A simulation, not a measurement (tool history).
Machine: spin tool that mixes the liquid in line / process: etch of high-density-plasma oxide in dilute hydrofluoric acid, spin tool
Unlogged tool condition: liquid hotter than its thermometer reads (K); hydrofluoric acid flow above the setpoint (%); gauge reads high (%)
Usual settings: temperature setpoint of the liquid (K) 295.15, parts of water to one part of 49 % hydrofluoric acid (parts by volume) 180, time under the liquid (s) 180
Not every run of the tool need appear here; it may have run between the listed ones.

run	hour	temperature setpoint of the liquid (K)	parts of water to one part of 49 % hydrofluoric acid (parts by volume)	time under the liquid (s)	wafers since the last listed run	hours since the thermometer was replaced	hours since the hydrofluoric acid flow meter was replaced	hours since the gauge calibration	read-back film thickness of the high-density-plasma oxide reference wafer, read on the same gauge (nm)	thickness taken off the high-density-plasma oxide on a monitor wafer (Å)
1	0.0	295.15	180	180	0	479.5	423.5	678.8	112.39	70.3
2	65.1	295.15	180	180	610	544.6	488.6	743.9	112.63	72.8
3	105.3	295.15	180	220	376	584.8	528.8	784.1	112.80	87.2
4	353.7	295.15	180	220	2329	833.2	777.2	1032.5	114.01	87.7
5	447.9	292.65	180	180	883	927.4	871.4	1126.7	114.59	65.5
6	541.3	295.15	180	180	875	1020.8	964.8	1220.1	115.13	72.6
# hour 643.4: thermometer replaced
7	644.9	295.15	180	180	962	1.5	1068.4	1323.7	115.89	73.1
8	747.0	294.15	180	180	957	103.6	1170.5	1425.8	116.63	71.4
# hour 848.2: gauge calibrated
9	848.8	294.15	180	180	954	205.4	1272.3	0.6	108.95	66.4
# hour 895.8: hydrofluoric acid flow meter replaced
10	899.2	294.15	180	180	463	255.8	3.4	51.0	108.95	65.7
11	987.1	297.65	145	150	824	343.7	91.3	138.9	109.00	81.9
12	1062.5	297.15	180	180	707	419.1	166.7	214.3	109.05	74.8
13	1159.3	299.65	180	80	907	515.9	263.5	311.1	109.18	36.3
14	1238.3	295.15	180	180	740	594.9	342.5	390.1	109.37	69.0
15	1316.6	299.15	180	180	734	673.2	420.8	468.4	109.53	81.4
16	1356.8	291.65	180	180	376	713.4	461.0	508.6	109.65	59.8
17	1418.2	299.15	210	245	575	774.8	522.4	570.0	109.82	91.4
18	1489.8	290.65	180	180	671	846.4	594.0	641.6	110.07	58.6
19	1529.5	299.65	180	100	372	886.1	633.7	681.3	110.20	45.7
20	1631.6	291.15	115	250	957	988.2	735.8	783.4	110.62	139.8
21	1701.7	291.15	115	250	657	1058.3	805.9	853.5	110.94	139.3

What if the next run were any one of these 3? Each begins from the tool's condition after run 21:
A	1702.2	295.15	180	180	4	1058.8	806.4	854.0	?	?
B	1702.2	295.15	105	75	4	1058.8	806.4	854.0	?	?
C	1702.2	298.65	180	230	4	1058.8	806.4	854.0	?	?

run	read-back film thickness of the high-density-plasma oxide reference wafer, read on the same gauge (nm)	thickness taken off the high-density-plasma oxide on a monitor wafer (Å)
A	110.92	69.3
B	110.92	53.8
C	110.92	101.0
Without the tool's unlogged condition, the same runs would have read:
run	thickness taken off the high-density-plasma oxide on a monitor wafer (Å)
A	68.7
B	53.3
C	100.2

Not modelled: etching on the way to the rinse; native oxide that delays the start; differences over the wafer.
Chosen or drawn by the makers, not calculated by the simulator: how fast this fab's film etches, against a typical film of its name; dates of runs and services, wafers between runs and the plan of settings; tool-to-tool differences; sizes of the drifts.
